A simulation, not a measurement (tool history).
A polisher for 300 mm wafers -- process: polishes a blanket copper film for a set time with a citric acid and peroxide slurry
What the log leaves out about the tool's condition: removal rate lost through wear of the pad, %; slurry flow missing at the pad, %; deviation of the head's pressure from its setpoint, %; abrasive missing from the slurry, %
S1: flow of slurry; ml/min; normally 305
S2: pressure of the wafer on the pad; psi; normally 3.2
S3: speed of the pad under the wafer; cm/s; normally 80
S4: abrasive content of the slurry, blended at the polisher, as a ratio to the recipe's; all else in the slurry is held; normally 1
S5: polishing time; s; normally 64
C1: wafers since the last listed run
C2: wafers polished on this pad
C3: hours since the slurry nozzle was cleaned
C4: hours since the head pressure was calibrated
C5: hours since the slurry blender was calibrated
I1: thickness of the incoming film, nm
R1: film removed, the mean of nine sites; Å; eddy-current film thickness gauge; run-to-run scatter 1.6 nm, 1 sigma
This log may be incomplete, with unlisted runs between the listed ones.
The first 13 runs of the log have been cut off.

run	hour	S1	S2	S3	S4	S5	C1	C2	C3	C4	C5	I1	R1
14	183.6	305	3.2	80	1	64	93	714	34.2	1058.5	41.5	476.1	1217
15	199.5	305	3.2	80	1.15	64	175	889	50.1	1074.4	57.4	478.9	1260
# hour 215.7: worn pad replaced by a new one
16	216.2	400	3.2	80	1	64	140	5	66.8	1091.1	74.1	485.1	1345
17	222	305	3.2	80	1	64	64	69	72.6	1096.9	79.9	473.3	1319
18	232.7	235	3.9	80	1	64	118	187	83.3	1107.6	90.6	484.8	1455
# hour 243.7: head pressure recalibrated
19	249.2	305	2.3	104	0.9	57	160	347	99.8	5.5	107.1	479.8	1074
20	263.8	305	3.2	80	0.85	64	161	508	114.4	20.1	121.7	480.5	1195
21	275	305	3.2	80	1	77	123	631	125.6	31.3	132.9	478.6	1500
22	314.9	305	3.2	80	0.75	64	440	1072	165.5	71.2	172.8	482.7	1090
23	337.7	305	3.2	80	1.1	85	251	1323	188.3	94	195.6	479.3	1562
# hour 341.7: worn pad replaced by a new one
24	352.7	305	3.2	56	0.75	64	121	121	203.3	109	210.6	478.9	839
25	360.1	355	3.9	80	1	64	81	203	210.7	116.4	218	486.1	1515
26	375.1	235	3.2	66	0.9	49	165	368	225.7	131.4	233	482.6	731
27	386.6	395	2.3	98	1	64	126	495	237.2	142.9	244.5	485.7	1185
28	404	305	3.2	80	1	64	192	687	254.6	160.3	261.9	473.5	1200
29	418.7	225	3.2	80	1	57	162	850	269.3	175	276.6	487.9	1008
30	428.8	270	3.2	68	1.3	64	111	961	279.4	185.1	286.7	481.7	1035

Consider 4 possible next runs. They are alternatives, not a sequence: every one starts from the tool as it was left by run 30. What does each give?
A	429.2	360	3.2	80	1	64	4	965	279.8	185.5	287.1	478	?
B	429.2	350	3.8	80	0.8	53	4	965	279.8	185.5	287.1	478	?
C	429.2	305	3.2	80	1	49	4	965	279.8	185.5	287.1	478	?
D	429.2	305	2.2	92	1	64	4	965	279.8	185.5	287.1	478	?

run	R1
A	1148
B	1031
C	859
D	960
Take away the tool's hidden state, keep each run's random variation, and the runs would have read:
run	R1
A	1319
B	1186
C	996
D	1113

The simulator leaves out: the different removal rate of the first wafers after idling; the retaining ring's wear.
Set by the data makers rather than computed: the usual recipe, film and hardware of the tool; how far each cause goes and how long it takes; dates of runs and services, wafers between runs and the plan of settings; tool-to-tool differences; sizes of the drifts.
